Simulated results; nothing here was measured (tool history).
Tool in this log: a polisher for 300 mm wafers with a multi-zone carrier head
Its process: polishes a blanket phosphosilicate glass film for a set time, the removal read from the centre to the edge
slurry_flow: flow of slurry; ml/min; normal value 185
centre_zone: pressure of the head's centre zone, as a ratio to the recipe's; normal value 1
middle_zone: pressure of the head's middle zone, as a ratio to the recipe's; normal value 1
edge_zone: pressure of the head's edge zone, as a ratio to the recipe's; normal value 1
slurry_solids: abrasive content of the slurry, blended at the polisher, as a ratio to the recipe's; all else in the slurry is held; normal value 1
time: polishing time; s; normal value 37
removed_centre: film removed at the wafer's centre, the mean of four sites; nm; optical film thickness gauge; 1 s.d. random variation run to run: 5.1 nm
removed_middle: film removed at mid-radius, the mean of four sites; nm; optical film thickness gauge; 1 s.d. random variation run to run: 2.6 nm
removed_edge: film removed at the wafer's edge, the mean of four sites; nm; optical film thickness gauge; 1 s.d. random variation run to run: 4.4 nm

run,hour,slurry_flow,centre_zone,middle_zone,edge_zone,slurry_solids,time,"incoming thickness of the incoming film, nm",removed_centre,removed_middle,removed_edge
1,0,185,1,1,1,1,37,1839.2,332.4,347,350.7
# hour 32.3: slurry nozzle cleaned
# hour 51.5: worn pad replaced by a new one
2,57.2,185,1,1,1,1,37,1882.5,373.3,388.5,379.3
3,83,185,0.98,0.93,1,1,37,1854.8,355.4,360.2,374.5
4,122.4,185,1,1,1,1,37,1871.2,363.8,377,375.5
# hour 186.4: centre zone pressure recalibrated
5,193.8,230,1.11,1,1.05,1.15,37,1871.9,441.8,410.8,407.2
6,220.6,125,1,1,1,1,37,1839.1,299.9,333.3,345.6
7,269.4,185,1,1,1,1,37,1867,341.3,361.4,363.3
8,318.3,185,1.09,1,1,1,37,1839.9,364.4,354.7,350.5
# hour 346.2: worn pad replaced by a new one
9,354.4,250,1,1,0.93,1,45,1862.3,434,452.4,438.6
# hour 368.1: edge zone pressure recalibrated
# hour 389.8: slurry nozzle cleaned
10,400.3,185,0.88,1,1.06,1,37,1879.5,329.6,392.1,389.1
11,449.8,185,1.09,1,1,1,37,1843.7,394,382,379.4
12,503.2,165,1,1.11,1,1.15,37,1878.1,376,427.7,388.5
13,560.5,185,1,1,1,1,47,1863.7,456,475.3,462.1
14,614.8,155,1,1,1.04,1,37,1873.6,329.9,346.4,360.5
15,648.4,210,1,1,0.9,1,37,1839.5,366.4,374,349.8
16,682.9,185,1,1,1,1,37,1876.4,333.8,355.3,360
# hour 695.3: worn pad replaced by a new one
17,707.4,215,1,1,0.9,1,37,1890.2,352.1,364.5,355.3
# hour 763: slurry nozzle cleaned
18,778,185,1,1,1,1,37,1867.9,363.4,384.4,389.3
19,842.1,185,1,1,1,1,37,1865.9,365.6,383.2,379
20,886.8,185,1,1,1,1,37,1862.1,353.3,376.9,368.6
21,932.4,185,0.96,1.12,1.12,1,44,1869.7,420.4,489.7,461.8
22,974.4,185,1,1,1,0.85,37,1851.3,320.3,338.3,342

What if the next run were any one of these 3? Each begins from the tool's condition after run 22:
A,974.8,185,1,1,1,1,37,1868.8,?,?,?
B,974.8,185,0.96,1,1,1,37,1868.8,?,?,?
C,974.8,185,1,1,1,1,29,1868.8,?,?,?

run,removed_centre,removed_middle,removed_edge
A,355.1,366.8,377.3
B,342.4,366.9,377.3
C,278.3,287.5,295.8
Had the tool no hidden state, the same runs would have come out as:
run,removed_centre,removed_middle,removed_edge
A,378.8,388.4,393.4
B,365.3,388.5,393.4
C,296.9,304.5,308.3
